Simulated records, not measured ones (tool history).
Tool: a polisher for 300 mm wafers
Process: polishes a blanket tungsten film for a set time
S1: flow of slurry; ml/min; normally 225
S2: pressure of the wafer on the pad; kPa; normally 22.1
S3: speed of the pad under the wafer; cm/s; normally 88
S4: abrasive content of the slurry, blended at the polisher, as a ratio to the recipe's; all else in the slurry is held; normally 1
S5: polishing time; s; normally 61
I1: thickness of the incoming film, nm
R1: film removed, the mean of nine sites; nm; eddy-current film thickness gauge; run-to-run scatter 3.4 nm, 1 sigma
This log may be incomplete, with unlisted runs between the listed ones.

| run | hour | S1 | S2 | S3 | S4 | S5 | I1 | R1 |
|---|---|---|---|---|---|---|---|---|
| 1 | 0 | 225 | 22.1 | 88 | 1 | 61 | 591.3 | 259.4 |
| 2 | 97.3 | 225 | 22.1 | 88 | 1 | 61 | 595.6 | 249.2 |
| 3 | 196.3 | 225 | 22.1 | 88 | 1 | 61 | 597.5 | 253.3 |
|  | 218 | slurry tank refilled with fresh slurry and peroxide |
|  | 248.6 | slurry nozzle cleaned |
|  | 250.4 | worn pad replaced by a new one |
| 4 | 276.7 | 225 | 22.1 | 88 | 1.05 | 61 | 605 | 249.8 |
|  | 285.3 | slurry blender recalibrated |
| 5 | 361 | 225 | 22.1 | 88 | 1 | 61 | 594.3 | 256.2 |
| 6 | 429.6 | 225 | 22.1 | 88 | 1 | 61 | 610.2 | 255.6 |
|  | 452.5 | slurry tank refilled with fresh slurry and peroxide |
|  | 455.6 | worn pad replaced by a new one |
| 7 | 535.6 | 225 | 27.6 | 88 | 1 | 77 | 601.7 | 381.2 |
|  | 564.2 | slurry nozzle cleaned |
|  | 583 | slurry blender recalibrated |
| 8 | 625.4 | 225 | 27.6 | 88 | 1 | 77 | 603.8 | 376.4 |
|  | 662.7 | slurry tank refilled with fresh slurry and peroxide |
| 9 | 698.2 | 225 | 16.5 | 88 | 1 | 74 | 592.3 | 248.3 |
|  | 703 | worn pad replaced by a new one |
| 10 | 749.1 | 175 | 22.1 | 70 | 1 | 61 | 596.2 | 198 |
| 11 | 814.8 | 225 | 22.1 | 88 | 1 | 61 | 594.8 | 256 |
|  | 837.9 | slurry blender recalibrated |
|  | 857.7 | slurry nozzle cleaned |
|  | 870.1 | slurry tank refilled with fresh slurry and peroxide |
|  | 902.5 | head pressure recalibrated |
| 12 | 903 | 225 | 22.1 | 88 | 1 | 61 | 596.9 | 253.3 |
| 13 | 942.8 | 145 | 22.1 | 74 | 1.1 | 43 | 588.2 | 147.9 |
|  | 965.7 | worn pad replaced by a new one |
| 14 | 989.2 | 225 | 22.1 | 88 | 1 | 61 | 595.5 | 254.6 |
| 15 | 1062.2 | 225 | 22.1 | 88 | 1 | 61 | 597.2 | 256 |
|  | 1066 | slurry blender recalibrated |
|  | 1076.6 | slurry tank refilled with fresh slurry and peroxide |
|  | 1125.1 | slurry nozzle cleaned |
| 16 | 1138.9 | 225 | 18.6 | 88 | 0.8 | 61 | 599.7 | 208.8 |
|  | 1182.9 | worn pad replaced by a new one |
| 17 | 1188.7 | 300 | 18.6 | 74 | 1.1 | 61 | 594.1 | 198.3 |

5 options for the next run, each taken on its own from the tool as it stands now. Forecast them:
| A | 1189.1 | 225 | 22.1 | 64 | 1 | 61 | 600.5 | ? |
| B | 1189.1 | 225 | 24.1 | 88 | 1 | 53 | 600.5 | ? |
| C | 1189.1 | 225 | 22.1 | 70 | 0.75 | 61 | 600.5 | ? |
| D | 1189.1 | 250 | 22.1 | 70 | 1 | 46 | 600.5 | ? |
| E | 1189.1 | 225 | 22.1 | 88 | 0.7 | 61 | 600.5 | ? |

| run | R1 |
|---|---|
| A | 187.3 |
| B | 234.5 |
| C | 193.8 |
| D | 155 |
| E | 237.6 |
Without the tool's hidden state the same runs would have given:
| run | R1 |
|---|---|
| A | 187.3 |
| B | 234.5 |
| C | 193.8 |
| D | 155 |
| E | 237.6 |

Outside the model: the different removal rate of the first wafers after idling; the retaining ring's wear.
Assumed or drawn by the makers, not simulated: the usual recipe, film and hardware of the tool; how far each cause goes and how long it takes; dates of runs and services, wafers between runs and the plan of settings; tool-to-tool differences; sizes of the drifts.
